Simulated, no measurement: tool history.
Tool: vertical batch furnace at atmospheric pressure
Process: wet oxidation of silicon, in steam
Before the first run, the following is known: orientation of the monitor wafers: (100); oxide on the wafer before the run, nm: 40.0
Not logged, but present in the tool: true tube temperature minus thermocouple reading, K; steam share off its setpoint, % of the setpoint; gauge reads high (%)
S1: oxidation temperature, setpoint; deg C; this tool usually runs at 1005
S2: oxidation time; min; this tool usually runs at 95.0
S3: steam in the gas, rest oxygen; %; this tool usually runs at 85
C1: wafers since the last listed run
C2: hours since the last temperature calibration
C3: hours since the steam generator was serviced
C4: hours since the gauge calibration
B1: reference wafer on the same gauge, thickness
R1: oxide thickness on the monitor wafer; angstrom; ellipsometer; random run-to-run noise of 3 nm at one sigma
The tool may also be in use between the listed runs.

| run | hour | S1 | S2 | S3 | C1 | C2 | C3 | C4 | B1 | R1 |
|---|---|---|---|---|---|---|---|---|---|---|
| 1 | 0.0 | 1010 | 95.0 | 85 | 0 | 2783.3 | 3661.8 | 248.5 | 576.72 | 5603.8 |
| 2 | 19.3 | 1010 | 95.0 | 85 | 265 | 2802.6 | 3681.1 | 267.8 | 578.62 | 5629.9 |
| 3 | 34.5 | 1005 | 95.0 | 85 | 209 | 2817.8 | 3696.3 | 283.0 | 577.66 | 5438.5 |
| 4 | 64.2 | 1005 | 95.0 | 85 | 408 | 2847.5 | 3726.0 | 312.7 | 577.80 | 5480.8 |
| 5 | 114.4 | 991 | 95.0 | 85 | 690 | 2897.7 | 3776.2 | 362.9 | 576.80 | 4976.4 |
| 6 | 144.4 | 1005 | 95.0 | 85 | 412 | 2927.7 | 3806.2 | 392.9 | 579.00 | 5454.3 |
|  | 148.1 | gauge calibrated |
| 7 | 160.4 | 1005 | 95.0 | 85 | 220 | 2943.7 | 3822.2 | 12.3 | 577.94 | 5408.8 |
| 8 | 184.3 | 988 | 64.5 | 93 | 328 | 2967.6 | 3846.1 | 36.2 | 578.34 | 4030.8 |
|  | 221.3 | steam generator serviced |
|  | 236.0 | thermocouples replaced and temperature profile calibrated |
| 9 | 236.5 | 1005 | 95.0 | 85 | 184 | 0.5 | 15.2 | 88.4 | 577.63 | 5404.5 |
| 10 | 242.2 | 983 | 126.5 | 97 | 78 | 6.2 | 20.9 | 94.1 | 578.09 | 6145.4 |
| 11 | 269.7 | 1012 | 95.0 | 90 | 378 | 33.7 | 48.4 | 121.6 | 577.20 | 5880.9 |
| 12 | 286.5 | 1005 | 123.5 | 81 | 231 | 50.5 | 65.2 | 138.4 | 578.52 | 6206.6 |
| 13 | 322.4 | 1005 | 61.5 | 82 | 493 | 86.4 | 101.1 | 174.3 | 577.66 | 4037.0 |
| 14 | 356.8 | 991 | 50.5 | 88 | 473 | 120.8 | 135.5 | 208.7 | 578.46 | 3367.8 |

Take each entry between the runs: how does the hidden state at the last listed run before it differ from the hidden state at the first listed run after it?
In the gap between runs 6 and 7: gauge calibrated (hour 148.1)
  the hidden state is the same at both runs
In the gap between runs 8 and 9: steam generator serviced (hour 221.3); thermocouples replaced and temperature profile calibrated (hour 236.0)
  the hidden state is the same at both runs
